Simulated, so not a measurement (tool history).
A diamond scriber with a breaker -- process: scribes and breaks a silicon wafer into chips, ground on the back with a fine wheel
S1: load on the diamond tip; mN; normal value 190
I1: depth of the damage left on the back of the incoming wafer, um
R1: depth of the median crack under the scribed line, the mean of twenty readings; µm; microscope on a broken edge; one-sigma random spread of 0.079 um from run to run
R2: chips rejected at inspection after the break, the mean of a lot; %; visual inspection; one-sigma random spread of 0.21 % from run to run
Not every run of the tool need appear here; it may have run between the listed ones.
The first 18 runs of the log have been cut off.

| run | hour | S1 | I1 | R1 | R2 |
|---|---|---|---|---|---|
| 19 | 230.3 | 222 | 1.90 | 7.47 | 2.08 |
| 20 | 243.7 | 240 | 2.96 | 7.84 | 5.45 |
| 21 | 258.8 | 140 | 3.00 | 4.99 | 25.23 |
| 22 | 272.6 | 139 | 2.82 | 4.99 | 22.08 |
| 23 | 287.8 | 190 | 1.87 | 6.34 | 3.45 |
| 24 | 303.1 | 230 | 1.85 | 7.48 | 2.33 |
| 25 | 310.8 | 224 | 2.98 | 7.40 | 4.95 |
| 26 | 328.4 | 140 | 1.59 | 4.78 | 15.37 |
| 27 | 336.9 | 140 | 2.53 | 4.86 | 19.47 |
| 28 | 350.2 | 190 | 2.09 | 6.19 | 4.76 |
| 29 | 361.5 | 150 | 2.94 | 5.07 | 22.37 |
| 30 | 378.1 | 242 | 2.93 | 7.51 | 5.02 |

Forecast each of these 5 alternatives for the next run:
| A | 378.6 | 190 | 2.28 | ? | ? |
| B | 378.6 | 216 | 2.28 | ? | ? |
| C | 378.6 | 236 | 2.28 | ? | ? |
| D | 378.6 | 212 | 2.28 | ? | ? |
| E | 378.6 | 135 | 2.28 | ? | ? |

| run | R1 | R2 |
|---|---|---|
| A | 6.12 | 5.52 |
| B | 6.79 | 3.12 |
| C | 7.29 | 2.76 |
| D | 6.69 | 3.33 |
| E | 4.53 | 23.11 |
Had the tool no hidden state, the same runs would have come out as:
| run | R1 | R2 |
|---|---|---|
| A | 7.01 | 2.84 |
| B | 7.79 | 3.32 |
| C | 8.36 | 4.87 |
| D | 7.67 | 3.12 |
| E | 5.20 | 13.35 |
